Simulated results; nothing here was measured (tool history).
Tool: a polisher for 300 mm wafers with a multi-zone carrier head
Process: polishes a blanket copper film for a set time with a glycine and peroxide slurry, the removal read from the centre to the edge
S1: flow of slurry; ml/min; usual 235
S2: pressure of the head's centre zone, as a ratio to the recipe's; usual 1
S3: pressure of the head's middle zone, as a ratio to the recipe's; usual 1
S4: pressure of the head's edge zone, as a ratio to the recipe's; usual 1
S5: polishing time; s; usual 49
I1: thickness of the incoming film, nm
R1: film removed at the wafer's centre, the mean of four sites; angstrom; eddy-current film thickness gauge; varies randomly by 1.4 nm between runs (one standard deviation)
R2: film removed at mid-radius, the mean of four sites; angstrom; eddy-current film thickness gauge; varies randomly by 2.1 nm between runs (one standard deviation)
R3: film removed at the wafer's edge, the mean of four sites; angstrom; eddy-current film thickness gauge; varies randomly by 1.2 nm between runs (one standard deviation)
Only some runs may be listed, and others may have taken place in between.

run,day,S1,S2,S3,S4,S5,I1,R1,R2,R3
1,0,235,1,1,1,49,954.7,1781,1835,1819
# day 1.188: edge zone pressure recalibrated
2,2.65,235,1,1,1,49,958.4,1748,1797,1836
3,4.592,235,1,1,1,49,958.1,1769,1796,1854
4,7.521,310,1,1.08,1,49,957.1,1832,1991,1878
# day 9.696: worn pad replaced by a new one
5,9.717,235,1,1.08,1,49,941.7,1742,1916,1811
# day 10.979: slurry nozzle cleaned, repeated, since the last time left the tool worse
6,11.738,280,1,1,0.94,49,956.4,1945,1945,1879
7,12.967,235,1,1,1,49,932.5,1883,1889,1912
8,15.075,235,1,1,1,49,937,1880,1891,1905
9,17.904,260,1.12,0.92,1.05,49,936.1,2136,1779,1982
10,20.104,235,1,1,0.89,49,950.9,1903,1950,1808
11,22.046,235,1.05,1,0.92,49,940.7,1958,1903,1834
# day 23.521: centre zone pressure recalibrated
12,24.921,235,1,1,1,49,962.5,1876,1891,1875
# day 25.242: worn pad replaced by a new one
13,27.825,235,1,1,1,49,964,1872,1878,1892
14,30.125,235,1,1,1,49,946.7,1843,1863,1879
# day 32.708: carrier head's membrane replaced by a new one
15,32.9,235,1,1,1,49,960.5,1833,1902,1899

The next listed run, before its measurement:
16,34.075,160,1,1,0.9,42,965.5,?,?,?

R1: 1505 angstrom
R2: 1540 angstrom
R3: 1493 angstrom
Minus the tool's unlogged condition, the same run would have read R1 1559 angstrom, R2 1589 angstrom, R3 1527 angstrom.
